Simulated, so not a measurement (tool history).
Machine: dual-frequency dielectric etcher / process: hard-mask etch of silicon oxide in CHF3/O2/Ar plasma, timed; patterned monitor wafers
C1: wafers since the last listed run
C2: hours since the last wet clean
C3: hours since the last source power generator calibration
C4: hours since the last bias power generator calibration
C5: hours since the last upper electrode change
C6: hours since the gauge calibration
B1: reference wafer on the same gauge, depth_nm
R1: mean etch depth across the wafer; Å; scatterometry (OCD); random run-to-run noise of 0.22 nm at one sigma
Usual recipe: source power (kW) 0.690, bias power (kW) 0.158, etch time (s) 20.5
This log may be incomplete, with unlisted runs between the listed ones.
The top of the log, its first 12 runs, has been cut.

Run 13, day 28.304: usual settings but etch time (s) 24.5; C1 716; C2 247.9; C3 3555.7; C4 301.6; C5 5194.3; C6 1308.7; B1 38.40. Result: R1 533.8 Å.
At day 31.217: upper electrode replaced.
Run 14, day 31.279: usual settings but source power (kW) 0.620, etch time (s) 24.0; C1 772; C2 319.3; C3 3627.1; C4 373.0; C5 1.5; C6 1380.1; B1 38.39. Result: R1 503.1 Å.
At day 33.096: wet clean of the chamber.
Run 15, day 33.900: usual settings but source power (kW) 0.530, etch time (s) 22.5; C1 633; C2 19.3; C3 3690.0; C4 435.9; C5 64.4; C6 1443.0; B1 38.39. Result: R1 432.8 Å.
At day 37.154: gauge calibrated.
Run 16, day 37.758: usual settings; C1 1508; C2 111.9; C3 3782.6; C4 528.5; C5 157.0; C6 14.5; B1 38.42. Result: R1 439.8 Å.
At day 38.783: source power generator calibrated.
Run 17, day 40.683: usual settings but bias power (kW) 0.184, etch time (s) 25.0; C1 1078; C2 182.1; C3 45.6; C4 598.7; C5 227.2; C6 84.7; B1 38.40. Result: R1 575.7 Å.
Run 18, day 43.650: usual settings but etch time (s) 18.0; C1 1159; C2 253.3; C3 116.8; C4 669.9; C5 298.4; C6 155.9; B1 38.34. Result: R1 386.1 Å.
Run 19, day 45.492: usual settings but bias power (kW) 0.197, etch time (s) 17.0; C1 720; C2 297.5; C3 161.0; C4 714.1; C5 342.6; C6 200.1; B1 38.39. Result: R1 410.0 Å.
Run 20, day 47.029: usual settings but source power (kW) 0.830; C1 601; C2 334.4; C3 197.9; C4 751.0; C5 379.5; C6 237.0; B1 38.34. Result: R1 478.9 Å.
Run 21, day 48.767: usual settings but source power (kW) 0.540, etch time (s) 18.0; C1 679; C2 376.1; C3 239.6; C4 792.7; C5 421.2; C6 278.7; B1 38.39. Result: R1 358.2 Å.
Run 22, day 50.954: usual settings but bias power (kW) 0.124; C1 855; C2 428.6; C3 292.1; C4 845.2; C5 473.7; C6 331.2; B1 38.39. Result: R1 397.4 Å.
At day 53.196: wet clean of the chamber.
Run 23, day 53.708: usual settings but source power (kW) 0.810, bias power (kW) 0.169, etch time (s) 15.5; C1 685; C2 12.3; C3 358.2; C4 911.3; C5 539.8; C6 397.3; B1 38.37. Result: R1 363.1 Å.
Run 24, day 54.892: usual settings but source power (kW) 0.530, bias power (kW) 0.130; C1 462; C2 40.7; C3 386.6; C4 939.7; C5 568.2; C6 425.7; B1 38.39. Result: R1 360.7 Å.
Run 25, day 57.862: usual settings; C1 1161; C2 112.0; C3 457.9; C4 1011.0; C5 639.5; C6 497.0; B1 38.41. Result: R1 440.6 Å.
Run 26, day 60.154: usual settings but source power (kW) 0.560; C1 895; C2 167.0; C3 512.9; C4 1066.0; C5 694.5; C6 552.0; B1 38.35. Result: R1 411.9 Å.
Run 27, day 62.088: usual settings but bias power (kW) 0.184; C1 755; C2 213.4; C3 559.3; C4 1112.4; C5 740.9; C6 598.4; B1 38.41. Result: R1 477.3 Å.
Run 28, day 63.992: usual settings but source power (kW) 0.530, etch time (s) 16.5; C1 744; C2 259.1; C3 605.0; C4 1158.1; C5 786.6; C6 644.1; B1 38.41. Result: R1 323.0 Å.
Run 29, day 68.062: usual settings; C1 1591; C2 356.8; C3 702.7; C4 1255.8; C5 884.3; C6 741.8; B1 38.44. Result: R1 447.8 Å.
Run 30, day 70.671: usual settings but source power (kW) 0.520, bias power (kW) 0.123; C1 1019; C2 419.4; C3 765.3; C4 1318.4; C5 946.9; C6 804.4; B1 38.41. Result: R1 355.7 Å.

Branching from run 30: 4 alternative next runs. What would each branch give?
Run A, day 70.688: usual settings; C1 6; C2 419.8; C3 765.7; C4 1318.8; C5 947.3; C6 804.8; B1 ?. Result: R1 ?.
Run B, day 70.688: usual settings but bias power (kW) 0.189, etch time (s) 16.0; C1 6; C2 419.8; C3 765.7; C4 1318.8; C5 947.3; C6 804.8; B1 ?. Result: R1 ?.
Run C, day 70.688: usual settings but bias power (kW) 0.127, etch time (s) 16.5; C1 6; C2 419.8; C3 765.7; C4 1318.8; C5 947.3; C6 804.8; B1 ?. Result: R1 ?.
Run D, day 70.688: usual settings but source power (kW) 0.650, bias power (kW) 0.137, etch time (s) 26.0; C1 6; C2 419.8; C3 765.7; C4 1318.8; C5 947.3; C6 804.8; B1 ?. Result: R1 ?.

run     B1     R1
  A  38.40  453.3
  B  38.40  385.0
  C  38.40  328.0
  D  38.40  524.3
Stripped of hidden state, with their random variation kept, the same runs would have yielded:
run     R1
  A  440.9
  B  374.5
  C  319.0
  D  510.0
